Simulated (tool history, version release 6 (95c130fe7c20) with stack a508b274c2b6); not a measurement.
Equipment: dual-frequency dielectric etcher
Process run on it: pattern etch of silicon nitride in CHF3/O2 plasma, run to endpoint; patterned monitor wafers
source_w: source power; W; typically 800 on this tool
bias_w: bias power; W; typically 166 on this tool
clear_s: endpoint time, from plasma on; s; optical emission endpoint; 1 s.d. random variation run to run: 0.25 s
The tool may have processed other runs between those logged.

run	hour	source_w	bias_w	incoming incoming film thickness, nm	clear_s
1	0.0	800	188	99.0	52.3
2	40.1	800	188	98.8	51.9
3	92.8	800	188	98.8	51.8
4	136.3	800	178	100.1	53.9
5	185.3	800	178	100.0	53.9
6	250.2	800	166	99.1	54.9
7	275.2	800	166	100.5	55.5
8	347.1	800	166	99.8	55.1
# hour 383.7: wet clean of the chamber
9	387.2	800	166	99.5	55.9
10	448.3	800	166	99.5	55.7
# hour 468.0: source power generator calibrated
# hour 523.1: bias power generator calibrated
11	523.6	800	166	99.1	55.4
12	548.7	800	166	99.6	55.3
13	606.5	800	166	99.5	55.3
14	674.5	870	201	99.5	48.5
# hour 865.8: upper electrode replaced
15	880.5	890	128	101.0	59.0
# hour 914.7: wet clean of the chamber
16	915.1	700	203	98.4	53.2
17	952.2	670	203	100.1	55.3
18	1015.6	800	143	99.4	59.1
19	1070.8	890	189	98.1	49.0
20	1103.6	620	153	98.4	64.3
21	1129.5	950	178	100.1	49.5
22	1183.7	610	198	99.2	57.8
23	1219.2	800	187	98.7	51.5

Forecast each of these 3 alternatives for the next run:
A	1219.6	800	130	98.8	?
B	1219.6	650	200	98.8	?
C	1219.6	850	185	98.8	?

run	clear_s
A	61.7
B	56.1
C	50.9
The same runs, with their run-to-run variation unchanged, on a tool lacking any hidden condition would have given:
run	clear_s
A	62.9
B	57.1
C	51.8
